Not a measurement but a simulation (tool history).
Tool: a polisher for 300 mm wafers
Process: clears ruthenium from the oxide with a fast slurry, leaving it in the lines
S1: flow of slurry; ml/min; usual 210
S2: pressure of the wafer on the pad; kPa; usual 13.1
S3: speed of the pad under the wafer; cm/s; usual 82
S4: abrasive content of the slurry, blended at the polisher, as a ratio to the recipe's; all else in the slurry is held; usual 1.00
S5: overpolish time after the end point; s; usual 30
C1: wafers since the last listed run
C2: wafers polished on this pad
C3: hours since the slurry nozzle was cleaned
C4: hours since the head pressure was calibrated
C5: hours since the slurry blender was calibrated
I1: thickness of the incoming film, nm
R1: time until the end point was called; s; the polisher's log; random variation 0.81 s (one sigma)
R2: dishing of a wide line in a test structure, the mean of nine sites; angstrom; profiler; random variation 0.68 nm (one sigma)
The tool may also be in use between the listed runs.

run,hour,S1,S2,S3,S4,S5,C1,C2,C3,C4,C5,I1,R1,R2
1,0.0,210,13.1,82,1.00,30,0,533,766.1,741.2,79.6,139.3,55.0,413
2,38.2,210,13.1,82,1.00,30,311,845,804.3,779.4,117.8,140.6,57.4,399
3,62.7,210,16.5,82,1.00,30,199,1045,828.8,803.9,142.3,138.6,44.5,464
# hour 88.5: worn pad replaced by a new one
4,89.0,210,16.5,82,1.00,30,182,4,855.1,830.2,168.6,139.2,42.2,447
5,101.9,210,13.1,82,1.00,30,105,109,868.0,843.1,181.5,138.1,53.7,409
6,129.1,210,13.1,82,1.00,30,222,331,895.2,870.3,208.7,141.6,53.7,391
# hour 131.3: slurry blender recalibrated
7,151.4,210,13.1,82,1.00,30,165,497,917.5,892.6,20.1,139.9,53.2,417
8,175.9,210,13.1,82,1.00,30,199,697,942.0,917.1,44.6,137.5,52.5,421
9,208.2,210,13.1,82,1.00,30,263,960,974.3,949.4,76.9,140.0,55.5,401
10,221.5,210,13.1,82,1.00,30,108,1069,987.6,962.7,90.2,142.2,56.2,413
11,245.0,170,13.1,82,1.00,30,191,1261,1011.1,986.2,113.7,141.2,56.8,393
# hour 250.8: head pressure recalibrated
# hour 252.4: slurry nozzle cleaned
12,275.3,210,14.5,82,1.00,30,222,1484,22.9,24.5,144.0,137.5,60.7,382
# hour 282.1: worn pad replaced by a new one
13,295.8,210,13.1,82,1.00,30,134,112,43.4,45.0,164.5,138.0,59.0,378
14,326.3,160,10.3,82,1.25,37,248,360,73.9,75.5,195.0,138.4,69.2,397
# hour 348.7: slurry blender recalibrated
15,353.5,210,16.5,82,1.00,30,205,566,101.1,102.7,4.8,142.0,48.1,435
16,386.7,265,17.2,82,1.20,40,270,837,134.3,135.9,38.0,143.0,43.6,499
17,405.7,275,13.1,104,1.15,30,155,992,153.3,154.9,57.0,139.1,44.7,436
18,423.8,210,13.1,82,1.00,30,147,1140,171.4,173.0,75.1,137.4,61.3,373
# hour 433.9: worn pad replaced by a new one
19,442.9,210,13.1,82,1.00,30,123,73,190.5,192.1,94.2,138.7,58.3,384
20,476.3,210,13.1,92,1.00,30,272,346,223.9,225.5,127.6,139.2,53.2,403
21,511.1,270,15.9,82,0.70,23,284,630,258.7,260.3,162.4,137.3,59.0,324
22,540.5,210,13.1,82,1.00,25,239,870,288.1,289.7,191.8,140.3,60.3,341
# hour 570.6: slurry blender recalibrated
23,572.3,210,13.1,90,0.70,30,243,1113,319.9,321.5,1.7,138.1,67.4,350

Forecast each of these 3 alternatives for the next run:
A,572.8,210,13.1,82,1.00,30,4,1117,320.4,322.0,2.2,138.5,?,?
B,572.8,140,11.7,54,1.00,47,4,1117,320.4,322.0,2.2,138.5,?,?
C,572.8,210,15.9,66,0.80,40,4,1117,320.4,322.0,2.2,138.5,?,?

run,R1,R2
A,62.8,369
B,110.0,345
C,73.0,398
Without the tool's hidden state the same runs would have given:
run,R1,R2
A,59.4,381
B,103.9,357
C,69.0,410

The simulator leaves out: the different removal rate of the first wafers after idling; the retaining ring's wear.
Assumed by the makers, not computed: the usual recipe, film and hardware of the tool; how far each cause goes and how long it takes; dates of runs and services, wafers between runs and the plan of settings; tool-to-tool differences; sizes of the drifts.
